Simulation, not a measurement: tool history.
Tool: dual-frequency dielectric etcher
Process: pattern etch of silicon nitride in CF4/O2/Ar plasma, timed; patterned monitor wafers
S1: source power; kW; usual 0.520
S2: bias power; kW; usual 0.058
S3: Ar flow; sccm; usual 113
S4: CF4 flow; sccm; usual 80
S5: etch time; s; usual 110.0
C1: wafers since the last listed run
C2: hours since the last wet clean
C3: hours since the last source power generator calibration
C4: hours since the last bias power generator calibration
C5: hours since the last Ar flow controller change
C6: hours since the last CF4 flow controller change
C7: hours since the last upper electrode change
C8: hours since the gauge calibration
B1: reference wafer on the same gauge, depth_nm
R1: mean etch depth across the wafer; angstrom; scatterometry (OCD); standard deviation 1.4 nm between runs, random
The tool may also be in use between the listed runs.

run	hour	S1	S2	S3	S4	S5	C1	C2	C3	C4	C5	C6	C7	C8	B1	R1
1	0.0	0.560	0.066	113	96	135.0	0	215.8	94.4	4117.5	3507.3	422.1	1538.4	1615.8	188.8	3188
2	74.4	0.520	0.058	113	74	82.5	770	290.2	168.8	4191.9	3581.7	496.5	1612.8	1690.2	188.9	1683
3	173.9	0.520	0.058	113	80	86.5	1030	389.7	268.3	4291.4	3681.2	596.0	1712.3	1789.7	188.9	1779
4	212.8	0.450	0.058	136	80	101.0	403	428.6	307.2	4330.3	3720.1	634.9	1751.2	1828.6	189.1	1779
5	287.3	0.520	0.058	105	80	110.0	771	503.1	381.7	4404.8	3794.6	709.4	1825.7	1903.1	188.9	2294
# hour 326.9: gauge calibrated
6	330.1	0.520	0.053	113	80	110.0	443	545.9	424.5	4447.6	3837.4	752.2	1868.5	3.2	189.0	2214
# hour 371.1: wet clean of the chamber
7	371.6	0.520	0.063	113	66	135.5	181	0.5	466.0	4489.1	3878.9	793.7	1910.0	44.7	188.9	2793
8	449.4	0.520	0.058	113	74	82.5	806	78.3	543.8	4566.9	3956.7	871.5	1987.8	122.5	189.2	1687
# hour 501.5: Ar flow controller replaced
9	553.8	0.520	0.058	113	80	110.0	1019	182.7	648.2	4671.3	52.3	975.9	2092.2	226.9	188.8	2237
# hour 576.3: bias power generator calibrated
10	589.8	0.480	0.058	113	80	110.0	331	218.7	684.2	13.5	88.3	1011.9	2128.2	262.9	188.8	2103
11	650.0	0.520	0.058	113	80	110.0	623	278.9	744.4	73.7	148.5	1072.1	2188.4	323.1	188.5	2252
12	698.3	0.520	0.058	113	80	110.0	500	327.2	792.7	122.0	196.8	1120.4	2236.7	371.4	189.3	2263
# hour 742.6: upper electrode replaced
13	749.4	0.520	0.065	101	80	110.0	280	378.3	843.8	173.1	247.9	1171.5	6.8	422.5	189.0	2355
14	820.0	0.520	0.058	106	87	110.0	731	448.9	914.4	243.7	318.5	1242.1	77.4	493.1	188.6	2316
# hour 892.0: wet clean of the chamber
15	896.7	0.420	0.058	113	80	132.5	546	4.7	991.1	320.4	395.2	1318.8	154.1	569.8	188.7	2250
16	933.7	0.520	0.058	113	80	110.0	383	41.7	1028.1	357.4	432.2	1355.8	191.1	606.8	188.9	2226
17	1035.2	0.520	0.058	113	80	110.0	1051	143.2	1129.6	458.9	533.7	1457.3	292.6	708.3	189.0	2228
18	1116.5	0.520	0.058	113	80	110.0	842	224.5	1210.9	540.2	615.0	1538.6	373.9	789.6	189.1	2218
19	1168.1	0.520	0.052	113	80	140.0	534	276.1	1262.5	591.8	666.6	1590.2	425.5	841.2	188.6	2682
20	1275.4	0.610	0.058	113	80	124.5	1111	383.4	1369.8	699.1	773.9	1697.5	532.8	948.5	189.1	2864

Run 21 is up next; what results do you expect?
21	1370.8	0.520	0.058	113	80	86.0	988	478.8	1465.2	794.5	869.3	1792.9	628.2	1043.9	?	?

{"run 21": {"B1": 188.5, "R1": 1715}}
Were there no unlogged condition in the tool, this run, its random variation unchanged, would have produced R1 1778 angstrom.
